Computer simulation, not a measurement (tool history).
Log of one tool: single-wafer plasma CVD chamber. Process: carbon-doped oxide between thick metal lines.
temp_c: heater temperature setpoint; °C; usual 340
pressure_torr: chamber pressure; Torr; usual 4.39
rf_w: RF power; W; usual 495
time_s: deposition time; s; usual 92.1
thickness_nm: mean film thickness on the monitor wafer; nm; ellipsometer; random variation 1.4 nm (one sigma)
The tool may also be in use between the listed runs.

run    hour  temp_c  pressure_torr  rf_w  time_s  read-back reference wafer on the same gauge, thickness_nm  thickness_nm
  1       0     340           4.39   495    92.1                                                    379.278       418.357
  2    61.3     340           4.39   495    92.1                                                    379.281       419.162
      105.4  -- gauge calibrated
  3   126.3     340           4.09   495    92.1                                                    379.045       413.089
  4   191.8     340           4.09   495    92.1                                                    378.949        415.17
      244.9  -- capacitance manometer re-zeroed and calibrated
  5   245.4     340           4.09   495    92.1                                                    379.237       418.591
  6   292.3     351           4.39   530    92.1                                                    379.054       433.151
      331.3  -- thermocouple changed; heater temperature recalibrated
  7     334     351           4.39   530    92.1                                                    379.086       423.562
  8   363.3     351           4.39   530    92.1                                                    378.887       424.992
  9   428.3     340           3.43   495   110.1                                                    379.094       477.282
 10   467.8     340           4.75   535    73.8                                                    378.516       357.758
      487.2  -- RF generator calibrated
 11   650.7     340           4.39   495    92.1                                                     379.26       413.467
 12   693.5     348            3.5   455    98.1                                                    379.452       391.933
 13   722.7     340           4.39   495    92.1                                                    379.089       417.621
 14     758     340           4.39   495    92.1                                                    378.972       415.863
 15     830     340           4.39   435    92.1                                                    378.886       372.936
 16   875.1     346           3.56   465   106.3                                                    379.014       433.463
 17   905.1     340           4.39   570   103.4                                                    378.854       519.745
        952  -- showerhead replaced
 18   952.5     346           3.56   465   106.3                                                    379.014       435.921
 19   994.1     340           4.39   565     102                                                    378.614       504.793
 20  1028.3     344           5.44   495   100.7                                                    378.775       468.143
 21  1234.5     334           3.68   430    78.3                                                    378.976       309.886
 22  1265.7     352           3.53   410    92.1                                                    378.667        329.02

The next listed run, before its measurement:
 23  1308.6     340           4.39   495    75.7                                                          ?             ?

{"run 23": {"read-back reference wafer on the same gauge, thickness_nm": 379.005, "thickness_nm": 343.747}}
Without the tool's hidden state the same run would have given thickness_nm 342.509 nm.
